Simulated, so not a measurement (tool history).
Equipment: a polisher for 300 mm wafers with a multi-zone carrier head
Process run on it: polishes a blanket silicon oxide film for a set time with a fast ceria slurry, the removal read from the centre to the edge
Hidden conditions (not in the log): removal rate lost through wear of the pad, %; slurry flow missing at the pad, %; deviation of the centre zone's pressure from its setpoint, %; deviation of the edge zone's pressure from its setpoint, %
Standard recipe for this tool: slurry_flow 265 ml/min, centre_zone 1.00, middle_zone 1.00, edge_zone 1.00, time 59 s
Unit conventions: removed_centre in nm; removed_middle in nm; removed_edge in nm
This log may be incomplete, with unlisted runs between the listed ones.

run	hour	slurry_flow	centre_zone	middle_zone	edge_zone	time	wafers since the last listed run	wafers polished on this pad	hours since the slurry nozzle was cleaned	hours since the centre zone pressure was calibrated	hours since the edge zone pressure was calibrated	hours since the carrier head's membrane was replaced	incoming thickness of the incoming film, nm	removed_centre	removed_middle	removed_edge
1	0.0	340	1.00	1.00	0.91	77	0	454	154.5	347.4	569.6	841.0	3465.4	1147.0	1141.7	1104.1
2	91.2	265	1.00	0.91	1.00	71	975	1429	245.7	438.6	660.8	932.2	3478.5	1022.1	949.6	1013.3
3	136.1	265	1.00	1.00	1.00	59	480	1910	290.6	483.5	705.7	977.1	3492.5	863.3	844.5	830.0
4	184.4	265	0.94	1.00	1.10	67	516	2426	338.9	531.8	754.0	1025.4	3425.2	924.7	971.9	986.9
# hour 232.0: carrier head's membrane replaced by a new one
5	248.6	265	1.00	1.04	0.92	71	633	3060	403.1	596.0	818.2	16.6	3427.4	1060.4	1069.5	980.1
6	329.4	265	1.00	0.91	0.97	59	864	3924	483.9	676.8	899.0	97.4	3450.6	863.4	779.6	832.4
7	384.8	265	1.00	0.95	1.00	59	592	4517	539.3	732.2	954.4	152.8	3449.5	863.2	821.5	848.3
# hour 398.7: centre zone pressure recalibrated
8	649.4	355	1.00	1.09	1.00	45	2809	7327	803.9	250.7	1219.0	417.4	3411.0	696.2	724.6	657.2
9	695.3	220	0.89	1.00	0.94	46	491	7818	849.8	296.6	1264.9	463.3	3473.0	596.4	649.0	636.1
# hour 704.6: slurry nozzle cleaned
10	740.1	265	1.00	1.00	1.05	59	468	8287	35.5	341.4	1309.7	508.1	3485.3	857.5	846.2	853.0
11	833.7	340	1.00	1.00	1.00	42	1001	9288	129.1	435.0	1403.3	601.7	3513.5	613.7	620.1	601.3
# hour 874.1: worn pad replaced by a new one
# hour 908.1: edge zone pressure recalibrated
12	925.4	355	0.91	1.05	1.00	69	916	526	220.8	526.7	17.3	693.4	3479.8	941.6	1058.8	1003.4
13	992.6	265	1.00	1.07	1.00	59	718	1245	288.0	593.9	84.5	760.6	3460.4	858.9	904.2	836.2
14	1088.7	225	1.00	0.96	0.89	59	1028	2274	384.1	690.0	180.6	856.7	3443.0	837.9	804.6	812.4
# hour 1115.3: centre zone pressure recalibrated
15	1129.4	265	0.89	0.96	1.00	40	414	2688	424.8	14.1	221.3	897.4	3456.0	521.8	556.6	565.0
16	1171.6	295	1.00	1.00	1.09	59	451	3139	467.0	56.3	263.5	939.6	3474.1	875.3	855.6	873.3
17	1263.0	265	1.00	1.00	1.05	59	977	4117	558.4	147.7	354.9	1031.0	3487.5	846.1	870.4	850.9
# hour 1282.7: carrier head's membrane replaced by a new one
18	1339.5	265	1.00	1.00	1.00	41	765	4882	634.9	224.2	431.4	56.8	3455.6	593.4	599.9	591.8
19	1377.8	265	0.93	1.00	1.00	59	409	5292	673.2	262.5	469.7	95.1	3457.1	785.3	855.3	846.8
20	1456.9	265	1.00	1.00	1.00	59	846	6138	752.3	341.6	548.8	174.2	3484.1	856.5	842.3	836.6
# hour 1609.4: slurry nozzle cleaned
# hour 1759.6: worn pad replaced by a new one
21	1773.2	265	1.00	1.00	0.91	59	3330	145	163.8	657.9	865.1	490.5	3469.4	874.4	843.7	827.7

What if the next run were any one of these 5? Each begins from the tool's condition after run 21:
A	1773.6	265	1.00	1.00	1.00	59	4	149	164.2	658.3	865.5	490.9	3491.4	?	?	?
B	1773.6	265	1.00	0.89	0.88	59	4	149	164.2	658.3	865.5	490.9	3491.4	?	?	?
C	1773.6	265	1.00	0.96	1.00	59	4	149	164.2	658.3	865.5	490.9	3491.4	?	?	?
D	1773.6	335	1.00	1.11	1.00	59	4	149	164.2	658.3	865.5	490.9	3491.4	?	?	?
E	1773.6	265	1.00	0.92	1.00	40	4	149	164.2	658.3	865.5	490.9	3491.4	?	?	?

run	removed_centre	removed_middle	removed_edge
A	860.4	861.4	848.3
B	859.7	781.5	822.7
C	860.2	832.3	848.7
D	884.9	964.8	863.0
E	583.0	544.6	575.7
Without the tool's unlogged condition, the same runs would have read:
run	removed_centre	removed_middle	removed_edge
A	860.4	861.4	848.3
B	859.7	781.5	822.7
C	860.2	832.3	848.7
D	884.9	964.8	863.0
E	583.0	544.6	575.7
